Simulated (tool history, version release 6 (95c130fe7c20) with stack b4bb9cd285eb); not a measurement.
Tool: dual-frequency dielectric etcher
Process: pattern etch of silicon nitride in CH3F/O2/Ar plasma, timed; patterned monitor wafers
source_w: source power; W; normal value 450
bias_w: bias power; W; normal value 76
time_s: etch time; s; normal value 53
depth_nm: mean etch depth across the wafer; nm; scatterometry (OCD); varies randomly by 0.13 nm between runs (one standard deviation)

run	hour	source_w	bias_w	time_s	read-back reference wafer on the same gauge, depth_nm	depth_nm
1	0	450	76	56.5	41.31	42.42
2	47.6	450	82	49.5	41.29	38.67
3	90.9	450	82	49.5	41.27	38.43
4	123	450	82	49.5	41.25	38.85
5	185	450	76	53	41.29	39.9
6	209.2	450	76	53	41.3	40.32
# hour 231.1: source power generator calibrated
7	239.6	450	76	53	41.26	40.16
# hour 255: gauge calibrated
8	264.2	450	76	57	41.3	43.11
9	324.9	450	76	53	41.28	40.09
# hour 354.3: wet clean of the chamber
# hour 354.3: upper electrode replaced
10	360.4	450	76	65	41.29	50.69
11	400.2	390	76	62.5	41.26	45.63
# hour 411.3: bias power generator calibrated
# hour 472.5: wet clean of the chamber, repeated, since the last time left the tool worse
12	473	400	90	68.5	41.31	51.72
13	493.8	450	76	64	41.32	46.73
14	564.5	550	70	48	41.31	36.99
15	597.8	560	76	53	41.31	42.98
16	626.9	560	76	53	41.31	43.2

3 options for the next run, each taken on its own from the tool as it stands now. Forecast them:
A	627.3	450	68	53	?	?
B	627.3	510	63	53	?	?
C	627.3	540	83	43	?	?

run	read-back reference wafer on the same gauge, depth_nm	depth_nm
A	41.32	37.11
B	41.32	37.85
C	41.32	35.81
What these runs would have given with no unlogged condition in the tool:
run	depth_nm
A	36.89
B	37.63
C	35.6
